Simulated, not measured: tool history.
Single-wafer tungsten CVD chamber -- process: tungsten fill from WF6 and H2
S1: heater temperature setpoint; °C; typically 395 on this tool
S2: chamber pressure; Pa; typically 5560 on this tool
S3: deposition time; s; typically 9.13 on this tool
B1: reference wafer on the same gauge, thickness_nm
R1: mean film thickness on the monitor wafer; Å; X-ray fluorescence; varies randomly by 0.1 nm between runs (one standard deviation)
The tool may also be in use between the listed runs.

run    hour   S1    S2     S3      B1      R1
  1     0.0  395  5560   9.13  21.495  259.52
  2    61.8  395  5560   9.13  21.499  257.84
       99.6  -- thermocouple changed; heater temperature recalibrated
  3   169.0  395  5560   9.13  21.502  254.04
  4   206.5  395  5560   9.13  21.504  253.81
  5   260.8  395  5560   9.13  21.512  254.23
  6   525.6  395  5560   9.13  21.492  257.63
  7   621.1  395  5560   9.13  21.501  258.23
  8   927.6  399  4933   9.13  21.490  266.15
  9   972.5  399  4933   9.13  21.502  266.05
 10  1050.2  395  5560   9.13  21.511  263.68
 11  1103.2  395  5560   9.13  21.501  260.85
 12  1180.9  395  5560   9.13  21.502  263.27
 13  1266.6  395  5560   9.13  21.515  262.45
     1303.4  -- thermocouple changed; heater temperature recalibrated
 14  1370.8  395  5560   9.13  21.504  261.76
     1449.4  -- showerhead replaced
 15  1461.4  395  5560   9.13  21.514  260.79
     1499.6  -- capacitance manometer re-zeroed and calibrated
 16  1778.3  395  5560   9.13  21.505  256.29
 17  2003.4  395  5560   9.13  21.490  257.42
 18  2119.0  395  6266   9.13  21.486  273.84
 19  2207.6  395  5560   9.13  21.499  258.28
 20  2278.5  383  5560   9.13  21.489  198.73
     2285.0  -- gauge calibrated
 21  2381.8  395  5560   9.13  21.498  258.51
 22  2487.7  386  6639   7.69  21.492  198.11
     2588.3  -- thermocouple changed; heater temperature recalibrated
 23  2797.2  395  5560   9.13  21.501  259.02
 24  2898.0  395  6893   7.69  21.492  243.20
 25  2996.4  395  6413  10.63  21.493  324.43
 26  3084.6  405  4586   9.91  21.503  313.04
 27  3173.5  395  5000   9.13  21.493  246.85
 28  3263.7  404  4506  10.40  21.501  322.34
 29  3355.6  388  5560   8.43  21.515  207.86
 30  3448.0  395  5560   9.13  21.521  263.51
 31  3540.4  395  4386   9.13  21.503  231.66
 32  3598.4  395  5560   9.13  21.496  263.81
 33  3676.0  395  5560   9.13  21.499  266.79

Predict each of these 3 candidate next runs independently; none follows another, all start after run 33:
  A  3676.4  395  6306  9.13   ?   ?
  B  3676.4  407  4533  8.12   ?   ?
  C  3676.4  385  4800  8.21   ?   ?

run      B1      R1
  A  21.511  285.68
  B  21.511  272.09
  C  21.511  178.47
Without the tool's hidden state the same runs would have given:
run      R1
  A  272.74
  B  260.01
  C  170.04
